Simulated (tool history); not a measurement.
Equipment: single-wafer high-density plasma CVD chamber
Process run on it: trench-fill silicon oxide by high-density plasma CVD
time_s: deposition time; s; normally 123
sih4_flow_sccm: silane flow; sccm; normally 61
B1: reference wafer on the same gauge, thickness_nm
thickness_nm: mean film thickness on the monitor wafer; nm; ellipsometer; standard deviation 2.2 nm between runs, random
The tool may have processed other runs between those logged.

run 1 hour=0.0 | time_s=123 sih4_flow_sccm=69 | B1=907.028 | thickness_nm=888.868
run 2 hour=78.2 | time_s=133 sih4_flow_sccm=61 | B1=907.061 | thickness_nm=898.364
run 3 hour=94.8 | time_s=123 sih4_flow_sccm=61 | B1=907.760 | thickness_nm=828.984
run 4 hour=116.1 | time_s=111 sih4_flow_sccm=61 | B1=907.519 | thickness_nm=748.714
run 5 hour=142.8 | time_s=113 sih4_flow_sccm=61 | B1=906.946 | thickness_nm=761.211
run 6 hour=163.9 | time_s=113 sih4_flow_sccm=61 | B1=905.936 | thickness_nm=762.731
run 7 hour=198.7 | time_s=113 sih4_flow_sccm=61 | B1=906.236 | thickness_nm=760.980
run 8 hour=231.1 | time_s=123 sih4_flow_sccm=61 | B1=908.070 | thickness_nm=830.403
run 9 hour=263.7 | time_s=123 sih4_flow_sccm=61 | B1=907.690 | thickness_nm=826.750
run 10 hour=298.2 | time_s=123 sih4_flow_sccm=68 | B1=907.220 | thickness_nm=882.349
run 11 hour=329.2 | time_s=123 sih4_flow_sccm=61 | B1=906.014 | thickness_nm=828.773
run 12 hour=379.8 | time_s=107 sih4_flow_sccm=53 | B1=907.563 | thickness_nm=667.028
-- hour=390.7 silane flow controller replaced
run 13 hour=404.0 | time_s=146 sih4_flow_sccm=61 | B1=906.872 | thickness_nm=1009.059
run 14 hour=417.6 | time_s=123 sih4_flow_sccm=61 | B1=907.083 | thickness_nm=850.052
-- hour=444.9 gauge calibrated
run 15 hour=446.4 | time_s=132 sih4_flow_sccm=52 | B1=907.619 | thickness_nm=835.507
run 16 hour=472.9 | time_s=101 sih4_flow_sccm=53 | B1=907.298 | thickness_nm=642.419
run 17 hour=501.6 | time_s=131 sih4_flow_sccm=53 | B1=906.904 | thickness_nm=839.019
run 18 hour=535.6 | time_s=117 sih4_flow_sccm=66 | B1=906.834 | thickness_nm=842.052
run 19 hour=564.7 | time_s=123 sih4_flow_sccm=61 | B1=905.529 | thickness_nm=842.600
run 20 hour=597.1 | time_s=146 sih4_flow_sccm=54 | B1=906.354 | thickness_nm=934.451
run 21 hour=621.6 | time_s=123 sih4_flow_sccm=61 | B1=906.916 | thickness_nm=842.539

What if the next run were any one of these 3? Each begins from the tool's condition after run 21:
run A hour=622.0 | time_s=123 sih4_flow_sccm=61 | B1=? | thickness_nm=?
run B hour=622.0 | time_s=123 sih4_flow_sccm=51 | B1=? | thickness_nm=?
run C hour=622.0 | time_s=140 sih4_flow_sccm=57 | B1=? | thickness_nm=?

run=A B1=908.086 thickness_nm=840.811
run=B B1=908.086 thickness_nm=762.645
run=C B1=908.086 thickness_nm=921.433
Stripped of hidden state, with their random variation kept, the same runs would have yielded:
run=A thickness_nm=853.854
run=B thickness_nm=774.476
run=C thickness_nm=935.727
